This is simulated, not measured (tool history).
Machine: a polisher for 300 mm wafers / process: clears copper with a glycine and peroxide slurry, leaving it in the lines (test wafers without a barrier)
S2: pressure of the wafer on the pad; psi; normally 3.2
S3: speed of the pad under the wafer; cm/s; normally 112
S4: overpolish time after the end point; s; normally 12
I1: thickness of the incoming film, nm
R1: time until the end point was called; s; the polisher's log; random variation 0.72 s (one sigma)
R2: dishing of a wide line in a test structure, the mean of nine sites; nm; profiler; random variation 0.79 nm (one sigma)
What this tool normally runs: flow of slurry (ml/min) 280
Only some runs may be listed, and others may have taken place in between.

Run 1, hour 0.0: usual settings; I1 496.8. Result: R1 65.9 s, R2 54.6 nm.
Run 2, hour 30.8: usual settings; I1 501.6. Result: R1 66.5 s, R2 54.1 nm.
Run 3, hour 86.6: usual settings; I1 507.9. Result: R1 67.0 s, R2 54.1 nm.
Run 4, hour 130.5: usual settings; I1 514.8. Result: R1 67.8 s, R2 55.4 nm.
Run 5, hour 185.0: usual settings; I1 499.7. Result: R1 66.4 s, R2 54.4 nm.
Run 6, hour 228.3: usual settings; I1 509.8. Result: R1 66.4 s, R2 54.7 nm.
Run 7, hour 274.2: usual settings but S4 13 s; I1 502.6. Result: R1 63.9 s, R2 57.7 nm.
Run 8, hour 309.6: usual settings but S4 13 s; I1 501.6. Result: R1 70.0 s, R2 55.6 nm.
Run 9, hour 351.0: usual settings but S4 13 s; I1 505.6. Result: R1 70.7 s, R2 54.5 nm.
Run 10, hour 375.5: usual settings but S4 10 s; I1 505.6. Result: R1 71.4 s, R2 44.7 nm.
Run 11, hour 428.3: usual settings but S4 19 s; I1 509.3. Result: R1 72.8 s, R2 71.0 nm.
Run 12, hour 487.1: usual settings but flow of slurry (ml/min) 230, S3 94 cm/s; I1 500.1. Result: R1 79.3 s, R2 47.2 nm.
Run 13, hour 549.0: usual settings but flow of slurry (ml/min) 210, S2 3.6 psi, S3 138 cm/s, S4 7 s; I1 513.7. Result: R1 59.3 s, R2 40.1 nm.
Run 14, hour 579.9: usual settings but S4 8 s; I1 504.8. Result: R1 71.7 s, R2 37.9 nm.
Run 15, hour 627.6: usual settings but S3 82 cm/s; I1 498.4. Result: R1 85.2 s, R2 45.7 nm.
Run 16, hour 664.5: usual settings; I1 499.1. Result: R1 68.7 s, R2 53.3 nm.
Run 17, hour 700.0: usual settings but S2 4.0 psi; I1 506.8. Result: R1 57.8 s, R2 61.7 nm.
Run 18, hour 726.4: usual settings but S3 148 cm/s, S4 18 s; I1 500.4. Result: R1 56.6 s, R2 74.1 nm.
Run 19, hour 768.7: usual settings but S4 15 s; I1 502.2. Result: R1 69.5 s, R2 60.7 nm.
Run 20, hour 836.3: usual settings but flow of slurry (ml/min) 360, S2 3.7 psi, S3 140 cm/s, S4 9 s; I1 508.9. Result: R1 52.9 s, R2 52.5 nm.
Run 21, hour 872.1: usual settings; I1 501.1. Result: R1 69.2 s, R2 53.3 nm.

Not shown: 7 entries that the log had between the listed runs. Between which runs, and how does the tool's hidden state differ before and after?
From run 3 to run 4: worn pad replaced by a new one (hour 109.4)
  deviation of the head's pressure from its setpoint, %: 7.33 -> 8.01
  measured minus no-state result, R1: -4.2 -> -4.7 s; R2: +2.6 -> +2.8 nm
From run 7 to run 8: head pressure recalibrated (hour 285.3); slurry nozzle cleaned (hour 294.5); worn pad replaced by a new one (hour 301.4)
  deviation of the head's pressure from its setpoint, %: 10.5 -> -0.821
  measured minus no-state result, R1: -5.7 -> +0.5 s; R2: +3.7 -> -0.3 nm
From run 11 to run 12: worn pad replaced by a new one (hour 459.9)
  deviation of the head's pressure from its setpoint, %: -0.656 -> -0.488
  measured minus no-state result, R1: +0.4 -> +0.4 s; R2: -0.3 -> -0.1 nm
From run 14 to run 15: worn pad replaced by a new one (hour 627.1)
  deviation of the head's pressure from its setpoint, %: -0.104 -> 0.148
  measured minus no-state result, R1: +0.1 -> -0.1 s; R2: +0.0 -> +0.1 nm
From run 19 to run 20: worn pad replaced by a new one (hour 814.7)
  deviation of the head's pressure from its setpoint, %: 1.12 -> 1.7
  measured minus no-state result, R1: -0.7 -> -0.8 s; R2: +0.5 -> +0.6 nm

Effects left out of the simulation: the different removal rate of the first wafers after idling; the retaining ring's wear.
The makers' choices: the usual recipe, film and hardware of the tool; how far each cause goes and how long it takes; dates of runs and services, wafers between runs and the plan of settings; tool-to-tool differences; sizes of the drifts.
